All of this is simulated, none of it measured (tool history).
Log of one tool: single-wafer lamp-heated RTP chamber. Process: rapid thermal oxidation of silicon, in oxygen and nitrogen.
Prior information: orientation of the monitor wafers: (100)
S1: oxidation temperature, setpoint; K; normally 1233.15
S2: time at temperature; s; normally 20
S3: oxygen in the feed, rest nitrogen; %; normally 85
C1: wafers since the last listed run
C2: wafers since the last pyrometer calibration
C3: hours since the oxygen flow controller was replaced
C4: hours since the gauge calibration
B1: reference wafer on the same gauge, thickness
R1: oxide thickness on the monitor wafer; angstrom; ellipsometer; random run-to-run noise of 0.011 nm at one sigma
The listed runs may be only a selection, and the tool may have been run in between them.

run,day,S1,S2,S3,C1,C2,C3,C4,B1,R1
1,0,1240.15,20,97,0,962,195.1,1370.8,3.216,29.29
2,4.288,1240.15,20,97,1155,2118,298,1473.7,3.213,29.19
3,6.533,1240.15,20,85,605,2723,351.9,1527.6,3.214,28.26
4,10.004,1240.15,20,85,935,3659,435.2,1610.9,3.209,28.37
5,13.196,1233.15,20,85,860,4519,511.8,1687.5,3.209,27.19
6,15.325,1233.15,20,85,573,5093,562.9,1738.6,3.211,27.37
7,19.804,1233.15,20,85,1207,6301,670.4,1846.1,3.205,27.35
# day 20.996: pyrometer window cleaned and pyrometer calibrated
8,22.604,1233.15,13,85,664,433,737.6,1913.3,3.208,24.37
9,26.633,1233.15,13,85,1086,1519,834.3,2010,3.209,24.38
10,28.642,1225.15,24,85,541,2061,882.5,2058.2,3.21,27.59
11,31.579,1225.15,24,85,791,2853,953,2128.7,3.214,27.92
12,34.383,1233.15,20,85,755,3608,1020.3,2196,3.212,27.31
13,37.167,1233.15,20,85,750,4359,1087.1,2262.8,3.208,27.28
14,40.15,1233.15,20,85,804,5163,1158.7,2334.4,3.208,27.45
15,42.288,1233.15,20,85,576,5739,1210,2385.7,3.208,27.38
# day 42.988: pyrometer window cleaned and pyrometer calibrated
16,45.125,1233.15,27,85,675,576,1278.1,2453.8,3.21,29.91
17,46.988,1233.15,27,85,502,1078,1322.8,2498.5,3.211,30.02
18,49.429,1233.15,20,85,658,1737,1381.4,2557.1,3.209,27.51
19,58.446,1233.15,20,85,2430,4167,1597.8,2773.5,3.208,27.37
20,61.667,1262.15,20,85,868,5035,1675.1,2850.8,3.212,32.19
# day 62.1: gauge calibrated
# day 63.604: pyrometer window cleaned and pyrometer calibrated
21,65.183,1223.15,20,85,858,425,1759.5,74,3.211,26.14
# day 67.942: oxygen flow controller replaced
22,68.533,1216.15,24,85,813,1238,14.2,154.4,3.209,26.63
23,78.733,1244.15,20,85,2749,3988,259,399.2,3.208,29.2
24,80.696,1209.15,14,69,529,4517,306.1,446.3,3.206,22.21
25,83.379,1233.15,20,85,723,5240,370.5,510.7,3.212,27.33
26,86.396,1233.15,13,59,813,6053,442.9,583.1,3.207,23.18
# day 88.367: pyrometer window cleaned and pyrometer calibrated
27,89.25,1233.15,30,98,679,238,511.4,651.6,3.214,32.12
28,91.042,1246.15,20,85,482,721,554.4,694.6,3.209,29.15
29,95.483,1216.15,25,98,1197,1918,661,801.2,3.21,27.67
30,99.617,1233.15,20,98,1114,3032,760.2,900.4,3.212,28.33
31,101.667,1233.15,20,85,552,3585,809.4,949.6,3.211,27.56
32,103.683,1248.15,13,85,543,4128,857.8,998,3.209,26.17
33,106.446,1233.15,11,85,744,4873,924.1,1064.3,3.212,23.58
34,110.129,1233.15,20,64,992,5866,1012.5,1152.7,3.212,25.67
# day 113.1: pyrometer window cleaned and pyrometer calibrated
35,114.217,1233.15,20,85,1012,301,1110.6,1250.8,3.212,27.31

Across each entry between runs, compare the hidden state at the last listed run before it with the hidden state at the first listed run after it:
Between runs 7 and 8: pyrometer window cleaned and pyrometer calibrated (day 20.996)
  no hidden state differs between the two runs
Between runs 15 and 16: pyrometer window cleaned and pyrometer calibrated (day 42.988)
  no hidden state differs between the two runs
Between runs 20 and 21: gauge calibrated (day 62.1); pyrometer window cleaned and pyrometer calibrated (day 63.604)
  no hidden state differs between the two runs
Between runs 21 and 22: oxygen flow controller replaced (day 67.942)
  no hidden state differs between the two runs
Between runs 26 and 27: pyrometer window cleaned and pyrometer calibrated (day 88.367)
  no hidden state differs between the two runs
Between runs 34 and 35: pyrometer window cleaned and pyrometer calibrated (day 113.1)
  no hidden state differs between the two runs

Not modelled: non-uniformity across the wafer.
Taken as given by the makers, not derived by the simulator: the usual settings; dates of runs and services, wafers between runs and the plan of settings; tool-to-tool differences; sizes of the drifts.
